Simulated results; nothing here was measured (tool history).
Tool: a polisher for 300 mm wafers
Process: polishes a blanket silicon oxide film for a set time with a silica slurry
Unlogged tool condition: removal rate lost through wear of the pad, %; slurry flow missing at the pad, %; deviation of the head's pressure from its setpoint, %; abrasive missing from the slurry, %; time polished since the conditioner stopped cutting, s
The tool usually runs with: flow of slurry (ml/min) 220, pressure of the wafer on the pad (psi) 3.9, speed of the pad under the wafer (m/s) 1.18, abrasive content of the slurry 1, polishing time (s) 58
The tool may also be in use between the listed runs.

run	hour	flow of slurry (ml/min)	pressure of the wafer on the pad (psi)	speed of the pad under the wafer (m/s)	abrasive content of the slurry	polishing time (s)	wafers since the last listed run	wafers polished on this pad	hours since the slurry nozzle was cleaned	hours since the head pressure was calibrated	hours since the slurry blender was calibrated	hours since the conditioning disc was replaced	incoming thickness of the incoming film, nm	film removed (angstrom)
1	0	200	3.9	1.18	1	58	0	473	64.6	800.2	152.7	441.1	1331	1485
2	14.4	200	3.9	1.18	1	58	126	599	79	814.6	167.1	455.5	1364.3	1477
3	46.9	200	3.9	1.18	1	58	286	885	111.5	847.1	199.6	488	1342.1	1466
# hour 58.4: slurry blender recalibrated
# hour 91.8: conditioning disc replaced and pad reconditioned
4	95.5	220	3.9	1.34	1	58	392	1278	160.1	895.7	37.1	3.7	1359.8	1768
5	108.9	220	5	1.18	1	58	117	1396	173.5	909.1	50.5	17.1	1343.3	2149
# hour 124.8: worn pad replaced by a new one
6	125.3	190	2.6	1.18	1	58	109	4	189.9	925.5	66.9	33.5	1347.9	1078
7	143	220	3.9	1.18	1	58	155	160	207.6	943.2	84.6	51.2	1369.4	1691
8	171.1	220	3.9	1.4	1	58	247	407	235.7	971.3	112.7	79.3	1375.9	1823
9	197.6	220	3.5	1.18	1	69	233	641	262.2	997.8	139.2	105.8	1360.2	1786
10	217.3	220	3.9	1.18	1	58	173	814	281.9	1017.5	158.9	125.5	1360.4	1646
11	235.7	220	3.9	1.18	1	58	161	976	300.3	1035.9	177.3	143.9	1367.1	1652
12	248.1	220	3.9	1.18	1	58	109	1085	312.7	1048.3	189.7	156.3	1360.1	1655
13	263.2	180	3.9	1.04	1.3	64	132	1218	327.8	1063.4	204.8	171.4	1368.9	1815
14	296.3	240	3.9	1.18	1	58	291	1509	360.9	1096.5	237.9	204.5	1334.7	1645
# hour 320.5: slurry blender recalibrated
15	331.8	285	2.6	1.32	1.15	58	294	1804	396.4	1132	11.3	240	1352.7	1270
# hour 338.3: worn pad replaced by a new one
16	346.3	220	3.5	1.18	1	69	92	70	410.9	1146.5	25.8	254.5	1362.5	1740
17	374.4	265	3.9	1.48	1.3	58	247	317	439	1174.6	53.9	282.6	1362.1	2009
# hour 396.8: head pressure recalibrated
18	405.5	150	2.8	1.32	1	43	256	573	470.1	8.7	85	313.7	1366.1	856
19	432.7	220	3.9	1.38	0.7	71	239	812	497.3	35.9	112.2	340.9	1373.5	1777
20	465.7	220	3.1	1.18	1	76	290	1103	530.3	68.9	145.2	373.9	1382.5	1657
21	500.6	220	3.9	1.18	1	58	307	1410	565.2	103.8	180.1	408.8	1351.6	1517
# hour 531.6: slurry blender recalibrated
22	535.7	245	3.9	1.18	0.7	65	291	1701	600.3	138.9	4.1	443.9	1380.7	1471
# hour 553.8: worn pad replaced by a new one
23	554.3	220	3.9	1.18	1	66	128	4	618.9	157.5	22.7	462.5	1352.3	1708
24	571.4	220	3.4	1.18	1	49	150	154	636	174.6	39.8	479.6	1381.3	1114
# hour 587.6: conditioning disc replaced and pad reconditioned
25	592.3	220	5.3	1.18	1	58	166	321	656.9	195.5	60.7	4.7	1330.5	2261
26	604.6	220	3.9	1.18	1	58	108	429	669.2	207.8	73	17	1344.5	1624

Subtracting, for every run, the result it would have given without the tool's unlogged condition from the measured result gives the following. The same run-to-run variation enters both numbers; the gauge's scatter may not:
run	film removed (angstrom)
1	-178
2	-187
3	-207
4	-5
5	-7
6	-3
7	-6
8	-13
9	-14
10	-19
11	-24
12	-27
13	-32
14	-42
15	-32
16	-60
17	-107
18	-38
19	-127
20	-104
21	-139
22	-158
23	-196
24	-122
25	-50
26	-27
